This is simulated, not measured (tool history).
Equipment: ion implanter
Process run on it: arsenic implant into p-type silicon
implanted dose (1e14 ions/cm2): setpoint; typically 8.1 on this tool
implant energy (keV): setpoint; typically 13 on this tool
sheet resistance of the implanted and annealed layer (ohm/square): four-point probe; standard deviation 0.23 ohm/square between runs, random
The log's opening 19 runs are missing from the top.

run    hour  implanted dose (1e14 ions/cm2)  implant energy (keV)  read-back reference wafer on the same gauge, sheet resistance  sheet resistance of the implanted and annealed layer (ohm/square)
 20  1737.3                            9.39                     9                                                         164.95                                                             143.64
 21  1774.8                             8.1                    13                                                         165.05                                                             153.41
 22  2073.3                             8.1                   9.5                                                         165.06                                                              157.8
 23  2123.8                            6.57                   9.5                                                         164.98                                                             182.49
 24  2185.4                             8.1                    13                                                         165.01                                                             154.04
 25  2264.7                            6.66                    13                                                         165.08                                                             177.51
 26  2366.2                            5.95                    17                                                         164.95                                                             187.45
 27  2422.4                             8.1                    13                                                         165.01                                                             154.99
 28  2484.7                             8.1                    13                                                         164.96                                                             155.33
     2493.4  -- Faraday cup replaced and dose calibrated
 29  2581.1                           10.38                  11.5                                                         165.07                                                             133.37
 30  2617.3                             5.7                  14.5                                                         165.04                                                             194.81
 31  2675.5                             8.1                    13                                                         164.94                                                              152.8
 32  2741.2                             8.1                    13                                                         165.05                                                             153.26
 33  2796.3                             8.1                    15                                                         165.08                                                             151.03
 34  2836.9                            6.14                  17.5                                                         165.12                                                             180.75
 35    2914                            6.59                    13                                                         164.95                                                              176.7
 36  3010.5                           10.13                    13                                                         165.15                                                             133.43
     3052.3  -- gauge calibrated
 37  3073.3                             8.1                    13                                                         165.04                                                             153.81
 38    3120                            9.85                  10.5                                                         164.93                                                             138.41

Alternative continuations, all from the tool just after run 38; predict every row:
  A  3120.4                             8.1                    13                                                              ?                                                                  ?
  B  3120.4                             8.1                  14.5                                                              ?                                                                  ?
  C  3120.4                             9.2                    13                                                              ?                                                                  ?

run  read-back reference wafer on the same gauge, sheet resistance  sheet resistance of the implanted and annealed layer (ohm/square)
  A                                                         164.83                                                             153.82
  B                                                         164.83                                                             152.14
  C                                                         164.83                                                             141.72
Without the tool's unlogged condition, the same runs would have read:
run  sheet resistance of the implanted and annealed layer (ohm/square)
  A                                                             153.37
  B                                                             151.69
  C                                                             141.34

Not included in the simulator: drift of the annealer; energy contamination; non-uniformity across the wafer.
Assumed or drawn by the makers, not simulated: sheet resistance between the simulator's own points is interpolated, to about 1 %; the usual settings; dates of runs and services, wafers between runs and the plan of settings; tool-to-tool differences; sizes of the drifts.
